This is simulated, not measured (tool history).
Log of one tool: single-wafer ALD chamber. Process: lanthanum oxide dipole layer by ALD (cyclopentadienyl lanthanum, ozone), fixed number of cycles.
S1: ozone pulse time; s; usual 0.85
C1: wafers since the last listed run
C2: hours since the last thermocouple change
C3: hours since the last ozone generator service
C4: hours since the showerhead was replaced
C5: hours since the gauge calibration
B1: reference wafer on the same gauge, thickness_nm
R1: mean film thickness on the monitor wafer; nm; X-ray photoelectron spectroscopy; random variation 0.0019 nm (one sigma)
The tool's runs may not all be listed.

run	hour	S1	C1	C2	C3	C4	C5	B1	R1
1	0	0.85	0	1438.3	425.8	4899.4	191.7	0.418	0.459
2	7.6	0.85	79	1445.9	433.4	4907	199.3	0.418	0.461
3	22.2	0.85	153	1460.5	448	4921.6	213.9	0.418	0.458
4	35.1	0.85	135	1473.4	460.9	4934.5	226.8	0.418	0.459
5	47.7	0.85	132	1486	473.5	4947.1	239.4	0.418	0.46
6	61	1.02	139	1499.3	486.8	4960.4	252.7	0.418	0.506
7	68.3	1.02	76	1506.6	494.1	4967.7	260	0.418	0.511
8	76.9	0.85	90	1515.2	502.7	4976.3	268.6	0.418	0.461
9	92.3	0.65	161	1530.6	518.1	4991.7	284	0.418	0.354
# hour 107.9: thermocouple changed; heater temperature recalibrated
10	108.4	0.67	85	0.5	534.2	5007.8	300.1	0.418	0.367
11	121.1	0.67	133	13.2	546.9	5020.5	312.8	0.418	0.368
12	130.6	0.67	99	22.7	556.4	5030	322.3	0.418	0.366
13	140.7	1.09	106	32.8	566.5	5040.1	332.4	0.418	0.526
14	150.8	0.6	106	42.9	576.6	5050.2	342.5	0.418	0.315
15	161.6	0.95	113	53.7	587.4	5061	353.3	0.418	0.494
# hour 169.3: gauge calibrated
16	215.5	0.85	565	107.6	641.3	5114.9	46.2	0.418	0.457
17	222	0.69	68	114.1	647.8	5121.4	52.7	0.418	0.379
# hour 245.8: showerhead replaced, of another model than before
# hour 257.9: ozone generator serviced
18	258.4	0.96	214	150.5	0.5	12.6	89.1	0.418	0.519
19	262.9	1.06	47	155	5	17.1	93.6	0.418	0.541
20	269.7	0.85	71	161.8	11.8	23.9	100.4	0.418	0.47
21	283	1.12	139	175.1	25.1	37.2	113.7	0.418	0.55
22	299.4	1	172	191.5	41.5	53.6	130.1	0.418	0.526
23	315.3	0.85	166	207.4	57.4	69.5	146	0.418	0.467
24	326.4	1.16	116	218.5	68.5	80.6	157.1	0.418	0.554
25	337.1	0.62	112	229.2	79.2	91.3	167.8	0.418	0.227
26	349.1	0.64	125	241.2	91.2	103.3	179.8	0.418	0.261
27	386.5	0.95	392	278.6	128.6	140.7	217.2	0.418	0.506
28	397.7	0.68	117	289.8	139.8	151.9	228.4	0.418	0.311
29	404.9	0.99	75	297	147	159.1	235.6	0.418	0.52
30	419.2	0.55	150	311.3	161.3	173.4	249.9	0.418	0.084
31	436	1.15	176	328.1	178.1	190.2	266.7	0.418	0.552
32	447.5	0.72	120	339.6	189.6	201.7	278.2	0.418	0.358
33	480.7	0.85	348	372.8	222.8	234.9	311.4	0.418	0.454
34	487.2	0.75	68	379.3	229.3	241.4	317.9	0.419	0.384

Hidden state or all else? Some run-to-run changes of R1, split into what the settings, what came in and random variation would give without the hidden state, and what is left for the hidden state (with any gauge scatter that isn't in both results):
The hidden state here: wafer temperature above the value expected at the setpoint (K); ozone dose above that of a generator just serviced (%); gauge reads high (%).
Run 12 -> 13: S1 0.67 -> 1.09. R1 +0.16 nm: hidden state +0.007, all else +0.153.
Run 17 -> 18: S1 0.69 -> 0.96, showerhead replaced, of another model than before, ozone generator serviced. R1 +0.14 nm: hidden state +0.017, all else +0.123.
Run 24 -> 25: S1 1.16 -> 0.62. R1 -0.327 nm: hidden state -0.006, all else -0.321.
Run 29 -> 30: S1 0.99 -> 0.55. R1 -0.436 nm: hidden state +0.003, all else -0.439.
Run 30 -> 31: S1 0.55 -> 1.15. R1 +0.468 nm: hidden state -0.001, all else +0.469.
Run 31 -> 32: S1 1.15 -> 0.72. R1 -0.194 nm: hidden state -0.011, all else -0.183.
